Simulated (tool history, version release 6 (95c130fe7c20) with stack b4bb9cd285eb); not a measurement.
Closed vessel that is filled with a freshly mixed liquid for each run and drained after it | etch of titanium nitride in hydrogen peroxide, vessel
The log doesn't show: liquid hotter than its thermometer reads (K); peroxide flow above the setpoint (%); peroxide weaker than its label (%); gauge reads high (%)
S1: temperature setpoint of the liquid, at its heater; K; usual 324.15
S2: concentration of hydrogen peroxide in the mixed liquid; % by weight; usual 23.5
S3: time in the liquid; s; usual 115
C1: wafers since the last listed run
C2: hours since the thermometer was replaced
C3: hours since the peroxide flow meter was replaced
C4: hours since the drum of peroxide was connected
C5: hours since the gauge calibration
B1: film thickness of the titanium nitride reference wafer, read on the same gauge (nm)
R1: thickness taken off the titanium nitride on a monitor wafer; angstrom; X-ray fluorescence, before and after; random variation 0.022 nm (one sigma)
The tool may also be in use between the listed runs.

run	hour	S1	S2	S3	C1	C2	C3	C4	C5	B1	R1
1	0	324.15	23.5	115	0	2364.2	72.1	337.4	304.6	49.98	52.1
# hour 164.1: new drum of peroxide connected
2	190.6	324.15	23.5	115	15503	2554.8	262.7	26.5	495.2	49.98	52.9
3	260.1	324.15	23.5	115	5683	2624.3	332.2	96	564.7	50	53.4
4	303.7	324.15	23.5	115	3565	2667.9	375.8	139.6	608.3	49.99	53.2
5	329.8	330.65	23.5	115	2134	2694	401.9	165.7	634.4	50.01	83.5
# hour 356.5: peroxide flow meter replaced
# hour 368.9: gauge calibrated
6	373.2	330.65	23.5	115	3467	2737.4	16.7	209.1	4.3	50.01	83.1
7	423	330.65	23.5	115	4072	2787.2	66.5	258.9	54.1	49.96	83.7
8	492.9	324.15	27	115	5715	2857.1	136.4	328.8	124	50.01	54.9
# hour 595: thermometer replaced
9	686.3	324.15	23.5	115	15732	91.3	329.8	522.2	317.4	49.99	44.9
# hour 704.5: new drum of peroxide connected
10	737.6	324.15	23.5	115	4113	142.6	381.1	33.1	368.7	50.02	46
11	785.7	334.15	23.5	115	3933	190.7	429.2	81.2	416.8	50.01	92.8
# hour 789.8: peroxide flow meter replaced
12	851.1	330.15	19.5	95	5266	256.1	61.3	146.6	482.2	50	55.6
13	906.4	320.15	27.5	115	4521	311.4	116.6	201.9	537.5	50.02	35.7
14	959	318.15	29	55	4301	364	169.2	254.5	590.1	50.03	14.9
15	993.9	315.65	20	60	2853	398.9	204.1	289.4	625	50.02	12.4

Some steps in R1 between neighbouring runs. How much of each would the tool show without its hidden state too (settings, what came in, random variation), and how much is left for the hidden state, with any gauge scatter that isn't in both results?
Run 8 -> 9: S2 27 -> 23.5, thermometer replaced. R1 -10 angstrom: hidden state -8.7, all else -1.3.
Run 10 -> 11: S1 324.15 -> 334.15. R1 +46.8 angstrom: hidden state +1, all else +45.8.
